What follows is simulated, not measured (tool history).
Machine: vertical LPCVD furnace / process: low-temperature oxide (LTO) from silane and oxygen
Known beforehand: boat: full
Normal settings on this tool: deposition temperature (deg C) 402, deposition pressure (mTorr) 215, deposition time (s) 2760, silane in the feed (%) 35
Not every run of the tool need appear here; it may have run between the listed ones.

run	day	deposition temperature (deg C)	deposition pressure (mTorr)	deposition time (s)	silane in the feed (%)	read-back reference wafer on the same gauge, thickness	film thickness on the monitor wafer in the middle of the boat (nm)
1	0.000	402	215	2760	35	273.49	322.70
2	2.721	402	215	2760	35	273.73	322.73
3	4.325	402	215	2190	35	274.00	256.36
4	6.200	402	215	2190	35	274.25	256.13
# day 14.692: pressure gauge zeroed
5	14.712	402	215	2760	35	273.94	337.28
6	15.583	402	215	2760	35	273.68	340.17
7	18.000	402	215	2760	35	274.10	337.47
# day 18.912: gauge calibrated
8	19.829	406	215	2760	35	274.02	352.89
9	20.929	406	215	2760	35	273.95	354.02
10	23.538	402	215	2760	35	273.75	337.16
11	24.667	402	215	2760	35	274.15	338.07
12	25.862	402	215	2760	35	274.12	337.40
# day 29.046: silane flow controller replaced
13	29.067	402	265	2760	35	274.16	417.30
# day 30.208: thermocouples replaced and temperature profile calibrated
14	31.329	399	215	3750	35	274.05	444.42
15	33.629	402	175	2370	35	274.07	236.11
16	34.733	413	215	2400	29	274.20	255.37
17	37.279	412	215	2760	33	273.92	349.50
18	39.392	410	215	2760	33	273.71	340.53

Consider 5 possible next runs. They are alternatives, not a sequence: every one starts from the tool as it was left by run 18. What does each give?
A	39.571	402	215	2760	35	?	?
B	39.571	390	215	2760	35	?	?
C	39.571	412	215	2760	35	?	?
D	39.571	413	215	2760	35	?	?
E	39.571	412	240	2760	35	?	?

run	read-back reference wafer on the same gauge, thickness	film thickness on the monitor wafer in the middle of the boat (nm)
A	274.20	336.86
B	274.20	292.94
C	274.20	376.62
D	274.20	380.76
E	274.20	420.29
What these runs would have given with no unlogged condition in the tool:
run	film thickness on the monitor wafer in the middle of the boat (nm)
A	335.92
B	292.12
C	375.56
D	379.69
E	419.23
